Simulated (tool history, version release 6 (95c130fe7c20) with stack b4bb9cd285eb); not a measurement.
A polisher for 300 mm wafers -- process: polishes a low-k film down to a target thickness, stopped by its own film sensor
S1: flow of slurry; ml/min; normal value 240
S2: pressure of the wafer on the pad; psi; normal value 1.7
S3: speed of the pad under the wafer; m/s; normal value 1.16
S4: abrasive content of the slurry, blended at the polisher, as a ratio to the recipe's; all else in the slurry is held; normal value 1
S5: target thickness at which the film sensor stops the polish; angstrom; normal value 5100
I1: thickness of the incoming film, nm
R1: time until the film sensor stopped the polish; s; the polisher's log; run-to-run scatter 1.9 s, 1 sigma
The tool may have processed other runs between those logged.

run,hour,S1,S2,S3,S4,S5,I1,R1
1,0,240,2.1,1.16,1,5100,565.2,139
# hour 20.9: slurry blender recalibrated
2,21.4,240,1.7,1.16,1,5100,553.3,109.7
3,38.2,240,1.7,1.16,1,5100,562.9,134.8
# hour 59.8: conditioning disc replaced and pad reconditioned
4,66.4,240,1.7,1.16,1,5100,566.4,138.3
5,94.3,240,1.7,1.16,1,5100,566.5,139.2
# hour 128: worn pad replaced by a new one
6,129.8,240,1.7,1.16,1,5100,571.1,157.1
7,145.6,240,1.7,1.16,1,5100,556,116.7
8,184.2,240,1.7,1.16,1,5100,564.5,148.9
# hour 218.6: head pressure recalibrated
9,219.1,240,1.7,1.16,1,5100,567.3,168.3
10,239,240,1.7,1.16,1,5100,563.1,160.1
# hour 247.1: slurry nozzle cleaned
# hour 255.1: slurry blender recalibrated
11,256.4,240,1.7,1.3,1,5100,565.9,132.9
# hour 276: worn pad replaced by a new one
# hour 313.2: conditioning disc replaced and pad reconditioned
12,321.4,170,2.2,1.32,1,5030,552.4,91
13,341.1,210,1.3,1.16,1,5170,567.4,168.2
14,372.1,180,1.7,1.16,1,5100,563.8,143.7
15,394.6,240,1.7,1.42,1,5100,556.3,103.9
16,411.4,240,1.7,1.16,1,5100,558.1,128.7
17,426.9,240,1.7,1.16,1,5100,557.2,133.1
18,445.9,240,1.7,1.16,1,5100,556.6,136.5
# hour 456.7: worn pad replaced by a new one
# hour 465.8: slurry blender recalibrated
19,467.2,300,1.7,1.16,1,5240,558.5,84.7
20,480.3,240,1.3,1.16,1.15,5100,556.9,135.5
21,513.6,240,1.5,1.16,1,5100,555.8,130
22,530.2,240,1.7,1.16,1,5100,563.6,136.6
# hour 536.8: conditioning disc replaced and pad reconditioned
23,556.7,240,1.7,1.54,0.9,4930,564.6,152.3
24,582.4,240,1.7,1.16,1.3,5100,557.1,100
# hour 600: worn pad replaced by a new one
25,612,240,1.7,1.16,1.1,4960,563.2,166.1
26,634.5,275,1.7,1.16,1,5100,567.3,153

What the log doesn't show, run by run:
removal rate lost through wear of the pad, %: 0 on each run
slurry flow missing at the pad, %: 0 on each run
deviation of the head's pressure from its setpoint, %: 0 on each run
H1: abrasive missing from the slurry, %
H2: time polished since the conditioner stopped cutting, s
run,H1,H2
1,25.1,107
2,3.74,135
3,3.88,159
4,4.69,20.3
5,6.19,24.5
6,9.14,38.3
7,10.8,47.4
8,15.9,77.6
9,21.6,114
10,25.4,139
11,5.28,164
12,7.28,3.2
13,8.64,5.84
14,11.5,15.8
15,14.1,27.6
16,16.4,38.8
17,18.7,51
18,21.8,68.4
19,0.837,91
20,0.932,107
21,1.87,152
22,2.72,178
23,4.59,45.3
24,7.02,51.6
25,10.6,64.9
26,13.8,79.3
